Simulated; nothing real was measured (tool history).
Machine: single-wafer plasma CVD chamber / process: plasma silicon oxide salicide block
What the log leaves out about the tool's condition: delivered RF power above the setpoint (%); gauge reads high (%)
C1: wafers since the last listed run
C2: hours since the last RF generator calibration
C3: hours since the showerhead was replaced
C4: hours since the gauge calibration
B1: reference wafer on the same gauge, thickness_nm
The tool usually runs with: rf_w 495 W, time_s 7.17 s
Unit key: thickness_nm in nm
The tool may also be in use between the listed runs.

run 1 hour=0 | rf_w=425 time_s=6.66 | C1=0 C2=229.6 C3=5934.6 C4=284.2 | B1=72.378 | thickness_nm=62.852
run 2 hour=28.4 | rf_w=425 time_s=6.66 | C1=764 C2=258 C3=5963 C4=312.6 | B1=72.378 | thickness_nm=63.105
run 3 hour=44.2 | rf_w=495 time_s=7.17 | C1=425 C2=273.8 C3=5978.8 C4=328.4 | B1=72.458 | thickness_nm=71.073
run 4 hour=57.8 | rf_w=495 time_s=7.17 | C1=366 C2=287.4 C3=5992.4 C4=342 | B1=72.354 | thickness_nm=70.999
run 5 hour=80.4 | rf_w=495 time_s=7.17 | C1=608 C2=310 C3=6015 C4=364.6 | B1=72.449 | thickness_nm=71.337
run 6 hour=102.5 | rf_w=495 time_s=7.17 | C1=595 C2=332.1 C3=6037.1 C4=386.7 | B1=72.405 | thickness_nm=71.466
run 7 hour=128.3 | rf_w=440 time_s=7.17 | C1=694 C2=357.9 C3=6062.9 C4=412.5 | B1=72.387 | thickness_nm=68.34
run 8 hour=178.3 | rf_w=440 time_s=7.17 | C1=1346 C2=407.9 C3=6112.9 C4=462.5 | B1=72.402 | thickness_nm=68.446
run 9 hour=196 | rf_w=440 time_s=7.17 | C1=476 C2=425.6 C3=6130.6 C4=480.2 | B1=72.423 | thickness_nm=68.076
run 10 hour=292.2 | rf_w=430 time_s=7.17 | C1=2590 C2=521.8 C3=6226.8 C4=576.4 | B1=72.396 | thickness_nm=67.329
run 11 hour=322 | rf_w=430 time_s=7.17 | C1=802 C2=551.6 C3=6256.6 C4=606.2 | B1=72.396 | thickness_nm=67.413
-- hour=330.1 showerhead replaced
run 12 hour=337 | rf_w=430 time_s=7.17 | C1=188 C2=566.6 C3=6.9 C4=621.2 | B1=72.394 | thickness_nm=67.473
run 13 hour=350.7 | rf_w=495 time_s=7.17 | C1=368 C2=580.3 C3=20.6 C4=634.9 | B1=72.358 | thickness_nm=70.991
run 14 hour=378.7 | rf_w=495 time_s=7.17 | C1=753 C2=608.3 C3=48.6 C4=662.9 | B1=72.379 | thickness_nm=70.853
run 15 hour=406 | rf_w=495 time_s=7.17 | C1=735 C2=635.6 C3=75.9 C4=690.2 | B1=72.379 | thickness_nm=70.795
run 16 hour=423.7 | rf_w=495 time_s=7.74 | C1=476 C2=653.3 C3=93.6 C4=707.9 | B1=72.402 | thickness_nm=76.516
run 17 hour=440.4 | rf_w=495 time_s=7.74 | C1=449 C2=670 C3=110.3 C4=724.6 | B1=72.416 | thickness_nm=75.764
run 18 hour=453.3 | rf_w=495 time_s=7.17 | C1=347 C2=682.9 C3=123.2 C4=737.5 | B1=72.379 | thickness_nm=70.18
run 19 hour=469.7 | rf_w=425 time_s=7.17 | C1=441 C2=699.3 C3=139.6 C4=753.9 | B1=72.424 | thickness_nm=66.627
run 20 hour=486.5 | rf_w=420 time_s=6.56 | C1=452 C2=716.1 C3=156.4 C4=770.7 | B1=72.4 | thickness_nm=60.983
-- hour=499.4 gauge calibrated
run 21 hour=508.2 | rf_w=400 time_s=7.82 | C1=584 C2=737.8 C3=178.1 C4=8.8 | B1=72.448 | thickness_nm=71.012
run 22 hour=522.9 | rf_w=495 time_s=7.17 | C1=395 C2=752.5 C3=192.8 C4=23.5 | B1=72.421 | thickness_nm=69.889
run 23 hour=552.8 | rf_w=495 time_s=7.74 | C1=805 C2=782.4 C3=222.7 C4=53.4 | B1=72.411 | thickness_nm=75.493
run 24 hour=581.6 | rf_w=550 time_s=6.52 | C1=775 C2=811.2 C3=251.5 C4=82.2 | B1=72.362 | thickness_nm=65.71
run 25 hour=600.2 | rf_w=440 time_s=6.66 | C1=500 C2=829.8 C3=270.1 C4=100.8 | B1=72.408 | thickness_nm=62.103
run 26 hour=626.7 | rf_w=495 time_s=7.74 | C1=713 C2=856.3 C3=296.6 C4=127.3 | B1=72.38 | thickness_nm=75.518
run 27 hour=646.7 | rf_w=430 time_s=6.49 | C1=538 C2=876.3 C3=316.6 C4=147.3 | B1=72.397 | thickness_nm=59.712
run 28 hour=681 | rf_w=555 time_s=7.77 | C1=923 C2=910.6 C3=350.9 C4=181.6 | B1=72.383 | thickness_nm=77.916
run 29 hour=709.9 | rf_w=465 time_s=8.52 | C1=778 C2=939.5 C3=379.8 C4=210.5 | B1=72.364 | thickness_nm=80.398
run 30 hour=734.9 | rf_w=535 time_s=6.64 | C1=673 C2=964.5 C3=404.8 C4=235.5 | B1=72.386 | thickness_nm=66.01
-- hour=748.3 RF generator calibrated
run 31 hour=757.6 | rf_w=540 time_s=7.17 | C1=395 C2=9.3 C3=427.5 C4=258.2 | B1=72.383 | thickness_nm=73.791
run 32 hour=775.7 | rf_w=495 time_s=7.76 | C1=487 C2=27.4 C3=445.6 C4=276.3 | B1=72.417 | thickness_nm=77.362
run 33 hour=805.9 | rf_w=455 time_s=5.77 | C1=813 C2=57.6 C3=475.8 C4=306.5 | B1=72.354 | thickness_nm=55.996
run 34 hour=832.4 | rf_w=550 time_s=6.71 | C1=713 C2=84.1 C3=502.3 C4=333 | B1=72.406 | thickness_nm=69.84
run 35 hour=858.1 | rf_w=535 time_s=6.54 | C1=691 C2=109.8 C3=528 C4=358.7 | B1=72.436 | thickness_nm=66.943
run 36 hour=881.6 | rf_w=580 time_s=8.33 | C1=632 C2=133.3 C3=551.5 C4=382.2 | B1=72.377 | thickness_nm=87.617
run 37 hour=914.6 | rf_w=495 time_s=6.17 | C1=888 C2=166.3 C3=584.5 C4=415.2 | B1=72.358 | thickness_nm=61.496
run 38 hour=929.5 | rf_w=495 time_s=7.17 | C1=401 C2=181.2 C3=599.4 C4=430.1 | B1=72.44 | thickness_nm=71.734
run 39 hour=956 | rf_w=415 time_s=6.65 | C1=713 C2=207.7 C3=625.9 C4=456.6 | B1=72.36 | thickness_nm=62.525

Consider 4 possible next runs. They are alternatives, not a sequence: every one starts from the tool as it was left by run 39. What does each give?
run A hour=956.4 | rf_w=495 time_s=7.17 | C1=10 C2=208.1 C3=626.3 C4=457 | B1=? | thickness_nm=?
run B hour=956.4 | rf_w=580 time_s=7.17 | C1=10 C2=208.1 C3=626.3 C4=457 | B1=? | thickness_nm=?
run C hour=956.4 | rf_w=410 time_s=8.5 | C1=10 C2=208.1 C3=626.3 C4=457 | B1=? | thickness_nm=?
run D hour=956.4 | rf_w=495 time_s=6.18 | C1=10 C2=208.1 C3=626.3 C4=457 | B1=? | thickness_nm=?

run=A B1=72.369 thickness_nm=71.631
run=B B1=72.369 thickness_nm=75.532
run=C B1=72.369 thickness_nm=79.618
run=D B1=72.369 thickness_nm=61.741
Had the tool no hidden state, the same runs would have come out as:
run=A thickness_nm=71.791
run=B thickness_nm=75.701
run=C thickness_nm=79.796
run=D thickness_nm=61.879

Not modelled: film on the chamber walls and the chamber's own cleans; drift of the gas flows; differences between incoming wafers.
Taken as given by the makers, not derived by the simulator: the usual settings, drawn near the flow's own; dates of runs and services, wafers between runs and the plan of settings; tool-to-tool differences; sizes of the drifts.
